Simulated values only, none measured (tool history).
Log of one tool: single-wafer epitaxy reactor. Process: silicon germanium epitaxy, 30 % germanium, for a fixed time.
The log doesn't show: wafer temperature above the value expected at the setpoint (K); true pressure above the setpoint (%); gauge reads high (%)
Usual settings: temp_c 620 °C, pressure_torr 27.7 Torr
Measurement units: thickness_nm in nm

| run | hour | temp_c | pressure_torr | wafers since the last listed run | hours since the last pyrometer calibration | hours since the last manometer calibration | hours since the showerhead was replaced | hours since the gauge calibration | read-back reference wafer on the same gauge, thickness_nm | thickness_nm |
|---|---|---|---|---|---|---|---|---|---|---|
| 1 | 0 | 620 | 27.7 | 0 | 1924.3 | 889 | 6941.5 | 546 | 90.718 | 93.472 |
| 2 | 24.1 | 614 | 27.7 | 604 | 1948.4 | 913.1 | 6965.6 | 570.1 | 90.833 | 83.47 |
| 3 | 44.9 | 614 | 27.7 | 522 | 1969.2 | 933.9 | 6986.4 | 590.9 | 90.76 | 83.22 |
| 4 | 71.6 | 620 | 27.7 | 670 | 1995.9 | 960.6 | 7013.1 | 617.6 | 90.694 | 94.07 |
| 5 | 95.1 | 626 | 27.7 | 589 | 2019.4 | 984.1 | 7036.6 | 641.1 | 90.738 | 105.311 |
|  | 134.5 | capacitance manometer re-zeroed and calibrated |
| 6 | 135 | 626 | 27.7 | 800 | 2059.3 | 0.5 | 7076.5 | 681 | 90.872 | 105.323 |
| 7 | 141.4 | 626 | 27.7 | 160 | 2065.7 | 6.9 | 7082.9 | 687.4 | 90.818 | 105.641 |
| 8 | 155.4 | 620 | 27.7 | 351 | 2079.7 | 20.9 | 7096.9 | 701.4 | 90.814 | 91.725 |
| 9 | 186.6 | 620 | 27.7 | 783 | 2110.9 | 52.1 | 7128.1 | 732.6 | 90.859 | 93.181 |
| 10 | 201.2 | 620 | 27.7 | 366 | 2125.5 | 66.7 | 7142.7 | 747.2 | 90.826 | 92.733 |
| 11 | 215 | 620 | 27.7 | 346 | 2139.3 | 80.5 | 7156.5 | 761 | 90.864 | 93.243 |
| 12 | 240.7 | 612 | 21.6 | 644 | 2165 | 106.2 | 7182.2 | 786.7 | 90.905 | 67.811 |
| 13 | 273.5 | 620 | 30.6 | 823 | 2197.8 | 139 | 7215 | 819.5 | 90.844 | 98.401 |
| 14 | 296.4 | 620 | 25.3 | 574 | 2220.7 | 161.9 | 7237.9 | 842.4 | 90.989 | 86.75 |
| 15 | 325.4 | 632 | 27.7 | 727 | 2249.7 | 190.9 | 7266.9 | 871.4 | 90.768 | 116.304 |
| 16 | 360.1 | 606 | 30.6 | 870 | 2284.4 | 225.6 | 7301.6 | 906.1 | 90.636 | 72.896 |
| 17 | 386.6 | 609 | 20.9 | 665 | 2310.9 | 252.1 | 7328.1 | 932.6 | 90.676 | 60.528 |
| 18 | 418.1 | 620 | 24.4 | 790 | 2342.4 | 283.6 | 7359.6 | 964.1 | 90.838 | 85.053 |
| 19 | 433.5 | 610 | 27.7 | 386 | 2357.8 | 299 | 7375 | 979.5 | 90.858 | 74.866 |
| 20 | 469.1 | 625 | 31.4 | 893 | 2393.4 | 334.6 | 7410.6 | 1015.1 | 90.777 | 108.388 |
| 21 | 497.8 | 620 | 27.7 | 720 | 2422.1 | 363.3 | 7439.3 | 1043.8 | 90.894 | 90.78 |
| 22 | 513.8 | 620 | 21.4 | 401 | 2438.1 | 379.3 | 7455.3 | 1059.8 | 90.832 | 77.399 |
| 23 | 543.3 | 620 | 27.7 | 740 | 2467.6 | 408.8 | 7484.8 | 1089.3 | 90.749 | 90.434 |
|  | 554.3 | gauge calibrated |
| 24 | 569.7 | 625 | 33.1 | 662 | 2494 | 435.2 | 7511.2 | 15.4 | 91.016 | 111.191 |
| 25 | 605.4 | 613 | 27.7 | 895 | 2529.7 | 470.9 | 7546.9 | 51.1 | 90.854 | 77.571 |
|  | 626.2 | pyrometer calibrated |
| 26 | 626.7 | 620 | 27.7 | 333 | 0.5 | 492.2 | 7568.2 | 72.4 | 90.821 | 99.082 |
|  | 655.9 | showerhead replaced |
| 27 | 682 | 620 | 27.7 | 1187 | 55.8 | 547.5 | 26.1 | 127.7 | 90.764 | 98.597 |
| 28 | 713.9 | 633 | 22.2 | 800 | 87.7 | 579.4 | 58 | 159.6 | 90.786 | 110.739 |
| 29 | 773.1 | 629 | 30.4 | 1485 | 146.9 | 638.6 | 117.2 | 218.8 | 90.793 | 123.748 |
| 30 | 803.1 | 613 | 24.6 | 752 | 176.9 | 668.6 | 147.2 | 248.8 | 90.913 | 79.343 |
| 31 | 816.6 | 620 | 27.7 | 338 | 190.4 | 682.1 | 160.7 | 262.3 | 90.973 | 98.632 |
| 32 | 837.6 | 615 | 25.3 | 527 | 211.4 | 703.1 | 181.7 | 283.3 | 90.789 | 85.23 |
| 33 | 866.8 | 609 | 31.7 | 732 | 240.6 | 732.3 | 210.9 | 312.5 | 90.796 | 86.005 |
| 34 | 892.9 | 608 | 27.7 | 655 | 266.7 | 758.4 | 237 | 338.6 | 90.725 | 77.994 |

Forecast each of these 5 alternatives for the next run:
| A | 893.3 | 620 | 29.5 | 10 | 267.1 | 758.8 | 237.4 | 339 | ? | ? |
| B | 893.3 | 607 | 31.5 | 10 | 267.1 | 758.8 | 237.4 | 339 | ? | ? |
| C | 893.3 | 613 | 33.9 | 10 | 267.1 | 758.8 | 237.4 | 339 | ? | ? |
| D | 893.3 | 629 | 23 | 10 | 267.1 | 758.8 | 237.4 | 339 | ? | ? |
| E | 893.3 | 611 | 30.4 | 10 | 267.1 | 758.8 | 237.4 | 339 | ? | ? |

| run | read-back reference wafer on the same gauge, thickness_nm | thickness_nm |
|---|---|---|
| A | 90.853 | 102.593 |
| B | 90.853 | 81.863 |
| C | 90.853 | 96.394 |
| D | 90.853 | 105.002 |
| E | 90.853 | 87.077 |
What these runs would have given with no unlogged condition in the tool:
| run | thickness_nm |
|---|---|
| A | 103.045 |
| B | 82.236 |
| C | 96.827 |
| D | 105.455 |
| E | 87.47 |
